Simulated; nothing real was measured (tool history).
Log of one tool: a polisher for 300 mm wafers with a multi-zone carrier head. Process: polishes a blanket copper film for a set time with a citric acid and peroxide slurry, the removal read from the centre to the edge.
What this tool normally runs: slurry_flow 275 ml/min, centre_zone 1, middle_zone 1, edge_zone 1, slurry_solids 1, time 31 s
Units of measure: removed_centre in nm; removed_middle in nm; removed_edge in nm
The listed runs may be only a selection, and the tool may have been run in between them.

| run | day | slurry_flow | centre_zone | middle_zone | edge_zone | slurry_solids | time | incoming thickness of the incoming film, nm | removed_centre | removed_middle | removed_edge |
|---|---|---|---|---|---|---|---|---|---|---|---|
| 1 | 0 | 230 | 0.92 | 1 | 1 | 1 | 31 | 883.8 | 57 | 56.6 | 56.3 |
|  | 0.575 | centre zone pressure recalibrated |
| 2 | 0.996 | 230 | 0.92 | 1 | 1 | 1 | 31 | 884.2 | 51.5 | 55.7 | 56.6 |
| 3 | 2.158 | 230 | 0.92 | 1 | 1 | 1 | 31 | 877.7 | 51.9 | 55.3 | 56.6 |
| 4 | 2.825 | 275 | 1.08 | 1 | 1 | 1 | 24 | 882.3 | 46.9 | 44 | 43.4 |
|  | 3.088 | worn pad replaced by a new one |
| 5 | 4.108 | 275 | 1.08 | 1 | 1 | 1 | 24 | 872.6 | 46.7 | 43.3 | 43.8 |
| 6 | 6.017 | 275 | 1 | 1 | 1 | 1 | 31 | 887.3 | 56.5 | 56.5 | 56.4 |
| 7 | 6.65 | 275 | 1 | 1 | 1 | 1 | 31 | 864.9 | 57.9 | 56.6 | 56.8 |
| 8 | 7.212 | 275 | 1 | 1 | 1 | 1 | 31 | 870.6 | 58 | 57 | 58 |
|  | 7.442 | worn pad replaced by a new one |
| 9 | 8.008 | 275 | 1 | 1 | 1 | 1 | 31 | 866.5 | 58.2 | 56.6 | 56.5 |
| 10 | 9.342 | 275 | 1 | 1 | 1 | 1 | 31 | 884 | 59.4 | 56.6 | 57.3 |
|  | 9.762 | edge zone pressure recalibrated |
| 11 | 10.233 | 275 | 1 | 1 | 1 | 1 | 31 | 891.1 | 59.3 | 56 | 57.2 |
|  | 11.458 | slurry nozzle cleaned |
|  | 11.488 | carrier head's membrane replaced by a new one |
|  | 11.829 | worn pad replaced by a new one |
| 12 | 11.85 | 275 | 1 | 1 | 0.89 | 0.75 | 22 | 892 | 40.1 | 37.5 | 35.9 |
| 13 | 12.867 | 275 | 1 | 1 | 1.08 | 1 | 31 | 894.9 | 61.7 | 57.3 | 60 |
|  | 13.342 | centre zone pressure recalibrated |
| 14 | 13.938 | 230 | 1.04 | 1 | 1 | 1 | 31 | 887 | 58.8 | 55.8 | 58.3 |
|  | 15.65 | worn pad replaced by a new one |
| 15 | 16.392 | 275 | 1 | 1 | 1 | 1 | 31 | 872.5 | 58.3 | 56.4 | 57.5 |
| 16 | 16.942 | 275 | 1 | 1 | 1 | 1 | 31 | 881.6 | 59.5 | 56.7 | 57.9 |
| 17 | 18.308 | 310 | 0.94 | 1 | 1.08 | 1 | 40 | 877.7 | 73.6 | 73.3 | 77.1 |
| 18 | 19.492 | 275 | 1 | 1.12 | 0.92 | 1 | 31 | 893 | 59 | 62.5 | 54.4 |
|  | 20.196 | worn pad replaced by a new one |
| 19 | 20.217 | 305 | 1 | 1 | 1 | 1.25 | 31 | 874.6 | 64.4 | 60.3 | 61.4 |
| 20 | 21.238 | 275 | 1.04 | 0.93 | 1 | 1 | 24 | 864.7 | 47.8 | 39.8 | 43.7 |

Here are 3 independent what-if runs from the current tool condition. What would each one return?
| A | 21.254 | 275 | 1 | 1 | 1 | 1.25 | 31 | 892 | ? | ? | ? |
| B | 21.254 | 275 | 0.9 | 0.9 | 0.89 | 1 | 28 | 892 | ? | ? | ? |
| C | 21.254 | 315 | 1 | 1 | 0.88 | 1 | 23 | 892 | ? | ? | ? |

| run | removed_centre | removed_middle | removed_edge |
|---|---|---|---|
| A | 64.3 | 59.8 | 60.6 |
| B | 49.8 | 46.4 | 48.6 |
| C | 45.4 | 42.2 | 40.1 |
The same runs, with their run-to-run variation unchanged, on a tool lacking any hidden condition would have given:
| run | removed_centre | removed_middle | removed_edge |
|---|---|---|---|
| A | 63.1 | 62 | 62.2 |
| B | 48.8 | 48.1 | 49.9 |
| C | 44.4 | 43.6 | 41.1 |

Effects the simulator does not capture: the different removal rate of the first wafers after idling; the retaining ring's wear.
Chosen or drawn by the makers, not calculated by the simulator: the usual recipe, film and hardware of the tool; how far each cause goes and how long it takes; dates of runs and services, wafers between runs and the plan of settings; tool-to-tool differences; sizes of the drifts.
